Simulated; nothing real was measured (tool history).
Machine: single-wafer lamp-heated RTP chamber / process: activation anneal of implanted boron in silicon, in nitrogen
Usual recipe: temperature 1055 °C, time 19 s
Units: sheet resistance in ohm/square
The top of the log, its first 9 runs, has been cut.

run	hour	temperature	time	read-back reference wafer on the same gauge, sheet resistance	sheet resistance
# hour 96.9: pyrometer window cleaned and pyrometer calibrated
10	97.4	1055	19	79.87	78.74
11	105.9	1055	19	79.85	78.82
12	112.9	1055	19	79.84	78.93
# hour 130.9: reflector plate cleaned
13	131.4	1055	19	79.93	78.74
14	146	1055	19	79.89	78.8
15	159.8	1055	19	79.92	78.59
16	172.5	1076	23	79.88	75.6
# hour 172.7: gauge calibrated
17	184.5	1029	10	79.89	83.86
18	191.7	1055	19	79.95	78.37
19	240.8	1070	12	79.85	77.87
20	247.2	1040	19	79.9	80.57
21	263.3	1055	19	79.96	78.66
22	277.6	1047	13	79.91	80.28
23	286.4	1074	26	79.92	75.12
24	298	1065	10	79.94	78.96
25	307.5	1055	19	79.84	78.54
26	314.6	1073	16	79.85	76.93
27	324.9	1047	19	79.94	79.2
28	334.9	1047	13	79.91	80.12
29	342.7	1055	19	79.91	78.41
30	354.6	1055	19	79.89	78.12
31	366.3	1077	19	79.94	76.03
32	383.1	1069	11	79.92	78.33
33	390.4	1083	28	79.88	74.36
34	398.8	1027	12	79.9	83.34

Expected results for the next run?
35	411.7	1069	22	?	?

Logged for run 35: read-back reference wafer on the same gauge, sheet resistance 79.87, sheet resistance 76.26 ohm/square.
Were there no unlogged condition in the tool, this run, its random variation unchanged, would have produced sheet resistance 76.81 ohm/square.
